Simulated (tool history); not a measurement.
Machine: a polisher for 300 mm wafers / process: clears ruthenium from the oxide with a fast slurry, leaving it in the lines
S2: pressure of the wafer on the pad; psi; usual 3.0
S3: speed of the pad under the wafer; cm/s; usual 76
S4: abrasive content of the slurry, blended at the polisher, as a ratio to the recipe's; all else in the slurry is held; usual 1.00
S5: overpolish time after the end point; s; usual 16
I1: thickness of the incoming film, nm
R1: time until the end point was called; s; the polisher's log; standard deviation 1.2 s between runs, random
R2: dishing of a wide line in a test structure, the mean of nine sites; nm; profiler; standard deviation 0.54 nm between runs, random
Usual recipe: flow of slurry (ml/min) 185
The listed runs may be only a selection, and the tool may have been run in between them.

{"run": 1, "hour": 0.0, "flow of slurry (ml/min)": 185, "S2": 3.0, "S3": 76, "S4": 1.0, "S5": 16, "I1": 208.5, "R1": 81.3, "R2": 36.1}
{"run": 2, "hour": 13.9, "flow of slurry (ml/min)": 185, "S2": 3.0, "S3": 76, "S4": 1.0, "S5": 16, "I1": 207.0, "R1": 78.4, "R2": 34.9}
{"run": 3, "hour": 25.3, "flow of slurry (ml/min)": 185, "S2": 3.0, "S3": 94, "S4": 1.0, "S5": 16, "I1": 210.5, "R1": 65.5, "R2": 42.3}
{"run": 4, "hour": 40.6, "flow of slurry (ml/min)": 185, "S2": 3.0, "S3": 94, "S4": 1.0, "S5": 16, "I1": 210.9, "R1": 66.4, "R2": 41.0}
{"hour": 53.7, "done": "worn pad replaced by a new one, of another model than before"}
{"run": 5, "hour": 54.2, "flow of slurry (ml/min)": 185, "S2": 3.0, "S3": 76, "S4": 1.0, "S5": 16, "I1": 207.7, "R1": 75.4, "R2": 37.3}
{"run": 6, "hour": 64.6, "flow of slurry (ml/min)": 230, "S2": 3.0, "S3": 76, "S4": 1.0, "S5": 16, "I1": 207.2, "R1": 75.5, "R2": 37.2}
{"run": 7, "hour": 77.1, "flow of slurry (ml/min)": 185, "S2": 3.0, "S3": 76, "S4": 1.0, "S5": 16, "I1": 212.8, "R1": 81.6, "R2": 36.0}
{"run": 8, "hour": 83.9, "flow of slurry (ml/min)": 130, "S2": 3.0, "S3": 92, "S4": 1.2, "S5": 16, "I1": 208.1, "R1": 69.5, "R2": 40.5}
{"run": 9, "hour": 95.3, "flow of slurry (ml/min)": 140, "S2": 3.0, "S3": 76, "S4": 1.0, "S5": 16, "I1": 209.3, "R1": 80.8, "R2": 34.4}
{"run": 10, "hour": 106.2, "flow of slurry (ml/min)": 185, "S2": 3.0, "S3": 76, "S4": 1.0, "S5": 20, "I1": 206.9, "R1": 79.9, "R2": 43.8}
{"run": 11, "hour": 121.5, "flow of slurry (ml/min)": 185, "S2": 3.0, "S3": 76, "S4": 1.25, "S5": 16, "I1": 207.0, "R1": 73.6, "R2": 38.0}
{"run": 12, "hour": 130.6, "flow of slurry (ml/min)": 185, "S2": 3.9, "S3": 76, "S4": 1.0, "S5": 16, "I1": 211.7, "R1": 66.6, "R2": 41.4}
{"run": 13, "hour": 138.0, "flow of slurry (ml/min)": 185, "S2": 3.0, "S3": 76, "S4": 1.0, "S5": 16, "I1": 210.1, "R1": 81.6, "R2": 34.8}
{"run": 14, "hour": 144.6, "flow of slurry (ml/min)": 135, "S2": 3.0, "S3": 76, "S4": 1.0, "S5": 16, "I1": 211.8, "R1": 85.7, "R2": 33.3}
{"run": 15, "hour": 150.8, "flow of slurry (ml/min)": 185, "S2": 3.9, "S3": 52, "S4": 1.0, "S5": 8, "I1": 211.9, "R1": 81.2, "R2": 18.0}
{"run": 16, "hour": 157.1, "flow of slurry (ml/min)": 185, "S2": 3.0, "S3": 76, "S4": 1.0, "S5": 16, "I1": 208.4, "R1": 81.9, "R2": 34.0}
{"hour": 168.4, "done": "worn pad replaced by a new one"}
{"hour": 169.7, "done": "head pressure recalibrated"}
{"run": 17, "hour": 171.7, "flow of slurry (ml/min)": 185, "S2": 3.0, "S3": 76, "S4": 1.3, "S5": 16, "I1": 209.1, "R1": 68.2, "R2": 39.6}
{"run": 18, "hour": 186.2, "flow of slurry (ml/min)": 185, "S2": 3.0, "S3": 76, "S4": 1.0, "S5": 13, "I1": 210.3, "R1": 78.2, "R2": 29.7}
{"hour": 201.4, "done": "slurry nozzle cleaned"}
{"run": 19, "hour": 203.4, "flow of slurry (ml/min)": 245, "S2": 3.0, "S3": 76, "S4": 1.0, "S5": 16, "I1": 210.1, "R1": 76.0, "R2": 36.1}
{"hour": 205.8, "done": "slurry blender recalibrated"}
{"run": 20, "hour": 216.8, "flow of slurry (ml/min)": 185, "S2": 3.5, "S3": 76, "S4": 1.0, "S5": 16, "I1": 206.0, "R1": 71.1, "R2": 39.1}
{"run": 21, "hour": 225.1, "flow of slurry (ml/min)": 130, "S2": 3.6, "S3": 76, "S4": 1.0, "S5": 21, "I1": 207.8, "R1": 73.5, "R2": 49.1}
{"run": 22, "hour": 235.5, "flow of slurry (ml/min)": 210, "S2": 3.9, "S3": 76, "S4": 1.2, "S5": 7, "I1": 208.8, "R1": 61.8, "R2": 20.7}
{"run": 23, "hour": 252.3, "flow of slurry (ml/min)": 185, "S2": 3.0, "S3": 76, "S4": 0.75, "S5": 11, "I1": 213.5, "R1": 90.8, "R2": 22.2}
{"hour": 261.2, "done": "worn pad replaced by a new one"}
{"run": 24, "hour": 261.7, "flow of slurry (ml/min)": 185, "S2": 3.0, "S3": 92, "S4": 1.15, "S5": 16, "I1": 206.7, "R1": 65.6, "R2": 41.5}
{"run": 25, "hour": 275.3, "flow of slurry (ml/min)": 185, "S2": 3.3, "S3": 76, "S4": 0.9, "S5": 7, "I1": 208.4, "R1": 75.1, "R2": 17.6}
{"run": 26, "hour": 286.7, "flow of slurry (ml/min)": 245, "S2": 3.5, "S3": 76, "S4": 1.0, "S5": 26, "I1": 212.1, "R1": 71.0, "R2": 62.9}
{"run": 27, "hour": 320.5, "flow of slurry (ml/min)": 185, "S2": 2.5, "S3": 76, "S4": 0.7, "S5": 16, "I1": 207.1, "R1": 100.9, "R2": 28.4}

Expected results for the next run?
{"run": 28, "hour": 334.5, "flow of slurry (ml/min)": 185, "S2": 3.0, "S3": 102, "S4": 1.0, "S5": 16, "I1": 206.7, "R1": "?", "R2": "?"}

Run 28 gave R1 68.7 s, R2 39.2 nm.
Without the tool's hidden state the same run would have given R1 63.8 s, R2 41.9 nm.
